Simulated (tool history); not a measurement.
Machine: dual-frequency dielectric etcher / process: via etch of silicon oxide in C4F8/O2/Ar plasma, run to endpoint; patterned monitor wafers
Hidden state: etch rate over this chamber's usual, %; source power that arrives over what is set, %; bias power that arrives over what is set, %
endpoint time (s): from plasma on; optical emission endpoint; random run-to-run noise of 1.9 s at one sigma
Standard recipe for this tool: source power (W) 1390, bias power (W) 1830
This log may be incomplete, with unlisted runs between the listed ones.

run   hour  source power (W)  bias power (W)  wafers since the last listed run  hours since the last wet clean  hours since the last source power generator calibration  hours since the last bias power generator calibration  hours since the last upper electrode change  incoming incoming film thickness, nm  endpoint time (s)
  1    0.0              1480            1830                                 0                            68.5                                                   1188.8                                                 3706.5                                       4479.9                                1188.0              252.4
  2   23.4              1480            1830                               139                            91.9                                                   1212.2                                                 3729.9                                       4503.3                                1178.2              249.2
  3   45.2              1310            1830                               129                           113.7                                                   1234.0                                                 3751.7                                       4525.1                                1178.5              253.8
  4   79.4              1310            1830                               203                           147.9                                                   1268.2                                                 3785.9                                       4559.3                                1184.0              254.1
  5   93.7              1310            1830                                85                           162.2                                                   1282.5                                                 3800.2                                       4573.6                                1182.8              256.1
  6  107.0              1390            1830                                79                           175.5                                                   1295.8                                                 3813.5                                       4586.9                                1171.9              250.2
  7  120.9              1390            1830                                82                           189.4                                                   1309.7                                                 3827.4                                       4600.8                                1167.4              250.4
  8  154.8              1390            1830                               201                           223.3                                                   1343.6                                                 3861.3                                       4634.7                                1194.5              255.3
  9  179.0              1390            1830                               144                           247.5                                                   1367.8                                                 3885.5                                       4658.9                                1182.1              250.5
 10  195.0              1390            1830                                95                           263.5                                                   1383.8                                                 3901.5                                       4674.9                                1189.0              254.1
 11  210.4              1390            1484                                91                           278.9                                                   1399.2                                                 3916.9                                       4690.3                                1187.0              267.5
 12  245.4              1630            2043                               208                           313.9                                                   1434.2                                                 3951.9                                       4725.3                                1168.7              233.4
 13  265.1              1120            1830                               117                           333.6                                                   1453.9                                                 3971.6                                       4745.0                                1177.5              264.8
     292.6  -- wet clean of the chamber
 14  293.1              1120            1830                                23                             0.5                                                   1481.9                                                 3999.6                                       4773.0                                1185.3              266.4
     303.8  -- bias power generator calibrated
     332.6  -- upper electrode replaced
 15  333.1              1630            1649                                71                            40.5                                                   1521.9                                                   29.3                                          0.5                                1190.7              253.5
 16  357.3              1570            2244                               144                            64.7                                                   1546.1                                                   53.5                                         24.7                                1184.4              233.8
 17  380.8              1740            1412                               139                            88.2                                                   1569.6                                                   77.0                                         48.2                                1171.8              253.3
 18  414.7              1080            1618                               201                           122.1                                                   1603.5                                                  110.9                                         82.1                                1165.0              273.2
 19  448.3              1390            1485                               199                           155.7                                                   1637.1                                                  144.5                                        115.7                                1182.5              267.3
 20  468.3              1390            1830                               119                           175.7                                                   1657.1                                                  164.5                                        135.7                                1181.2              251.6
 21  486.4              1050            1464                               107                           193.8                                                   1675.2                                                  182.6                                        153.8                                1173.5              284.9
 22  519.6              1390            1830                               197                           227.0                                                   1708.4                                                  215.8                                        187.0                                1193.7              255.9
     533.2  -- source power generator calibrated
 23  549.0              1250            2040                               151                           256.4                                                     15.8                                                  245.2                                        216.4                                1177.0              250.1
 24  578.1              1390            1830                               173                           285.5                                                     44.9                                                  274.3                                        245.5                                1179.8              252.5
 25  613.8              1550            1830                               212                           321.2                                                     80.6                                                  310.0                                        281.2                                1180.6              243.2
     652.9  -- wet clean of the chamber
 26  653.4              1210            2111                                92                             0.5                                                    120.2                                                  349.6                                        320.8                                1176.7              252.7
 27  664.4              1220            2196                                65                            11.5                                                    131.2                                                  360.6                                        331.8                                1180.1              250.7
 28  692.5              1390            2025                               167                            39.6                                                    159.3                                                  388.7                                        359.9                                1181.7              245.1

Predict each of these 3 candidate next runs independently; none follows another, all start after run 28:
  A  693.0              1390            1830                                 2                            40.1                                                    159.8                                                  389.2                                        360.4                                1186.2                  ?
  B  693.0              1210            1375                                 2                            40.1                                                    159.8                                                  389.2                                        360.4                                1186.2                  ?
  C  693.0              1240            1830                                 2                            40.1                                                    159.8                                                  389.2                                        360.4                                1186.2                  ?

run  endpoint time (s)
  A              254.6
  B              283.2
  C              261.3
Had the tool no hidden state, the same runs would have come out as:
run  endpoint time (s)
  A              254.6
  B              283.2
  C              261.3
